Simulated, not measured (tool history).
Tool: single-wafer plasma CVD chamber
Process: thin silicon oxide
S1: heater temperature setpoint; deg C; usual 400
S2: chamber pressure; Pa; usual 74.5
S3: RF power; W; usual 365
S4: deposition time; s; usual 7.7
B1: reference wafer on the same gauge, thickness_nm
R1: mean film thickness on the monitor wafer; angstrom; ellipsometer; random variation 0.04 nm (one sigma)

Run 1, day 0: usual settings but S1 409 deg C; B1 11.277. Result: R1 105.15 angstrom.
Run 2, day 0.738: usual settings; B1 11.278. Result: R1 104.69 angstrom.
Run 3, day 1.529: usual settings; B1 11.253. Result: R1 104.44 angstrom.
Run 4, day 2.304: usual settings; B1 11.253. Result: R1 104.53 angstrom.
Run 5, day 3.433: usual settings; B1 11.223. Result: R1 104.73 angstrom.
Run 6, day 4.083: usual settings; B1 11.205. Result: R1 104.61 angstrom.
Run 7, day 5.479: usual settings; B1 11.193. Result: R1 103.35 angstrom.
At day 6.233: gauge calibrated.
Run 8, day 6.267: usual settings; B1 11.366. Result: R1 105.53 angstrom.
Run 9, day 9: usual settings; B1 11.357. Result: R1 106.3 angstrom.
Run 10, day 10.062: usual settings; B1 11.359. Result: R1 105.82 angstrom.
Run 11, day 11.042: usual settings; B1 11.355. Result: R1 105.13 angstrom.
At day 11.4: showerhead replaced.
At day 11.938: capacitance manometer re-zeroed and calibrated.
Run 12, day 11.958: usual settings but S4 8.44 s; B1 11.349. Result: R1 116.26 angstrom.
Run 13, day 12.883: usual settings but S2 69.1 Pa, S3 345 W; B1 11.34. Result: R1 96.68 angstrom.
Run 14, day 13.712: usual settings but S2 88.7 Pa; B1 11.337. Result: R1 124.13 angstrom.
Run 15, day 14.717: usual settings but S2 90.5 Pa, S3 410 W, S4 7.16 s; B1 11.321. Result: R1 122.35 angstrom.
Run 16, day 15.354: usual settings but S4 6.68 s; B1 11.31. Result: R1 91.68 angstrom.
At day 16.175: RF generator calibrated.
Run 17, day 16.375: usual settings but S1 407 deg C, S2 90.3 Pa; B1 11.299. Result: R1 124.19 angstrom.
Run 18, day 17.754: usual settings; B1 11.271. Result: R1 104.13 angstrom.
Run 19, day 18.846: usual settings; B1 11.239. Result: R1 104.9 angstrom.
At day 18.925: gauge calibrated.
Run 20, day 19.408: usual settings but S1 406 deg C, S2 63.7 Pa, S4 8.26 s; B1 11.405. Result: R1 98.45 angstrom.
At day 19.767: thermocouple changed; heater temperature recalibrated.
Run 21, day 20.125: usual settings but S3 405 W, S4 8.45 s; B1 11.405. Result: R1 120.45 angstrom.
Run 22, day 21.088: usual settings; B1 11.4. Result: R1 106.52 angstrom.
Run 23, day 22.062: usual settings but S1 406 deg C, S4 8.39 s; B1 11.398. Result: R1 115.93 angstrom.
Run 24, day 24.454: usual settings but S1 391 deg C, S2 80.5 Pa; B1 11.389. Result: R1 114.13 angstrom.
Run 25, day 25.808: usual settings but S1 404 deg C, S3 320 W; B1 11.375. Result: R1 101.4 angstrom.

4 ways to go on from here, each from the tool as it stands after run 25. What would each give?
Run A, day 25.825: usual settings but S3 385 W; B1 ?. Result: R1 ?.
Run B, day 25.825: usual settings but S2 60.3 Pa; B1 ?. Result: R1 ?.
Run C, day 25.825: usual settings but S1 385 deg C, S2 64.1 Pa, S3 345 W, S4 8.26 s; B1 ?. Result: R1 ?.
Run D, day 25.825: usual settings but S3 310 W; B1 ?. Result: R1 ?.

run      B1      R1
  A  11.376  106.91
  B  11.376   86.57
  C  11.376   97.46
  D  11.376   99.66
Without the tool's hidden state the same runs would have given:
run      R1
  A  107.17
  B   86.78
  C    97.7
  D    99.9
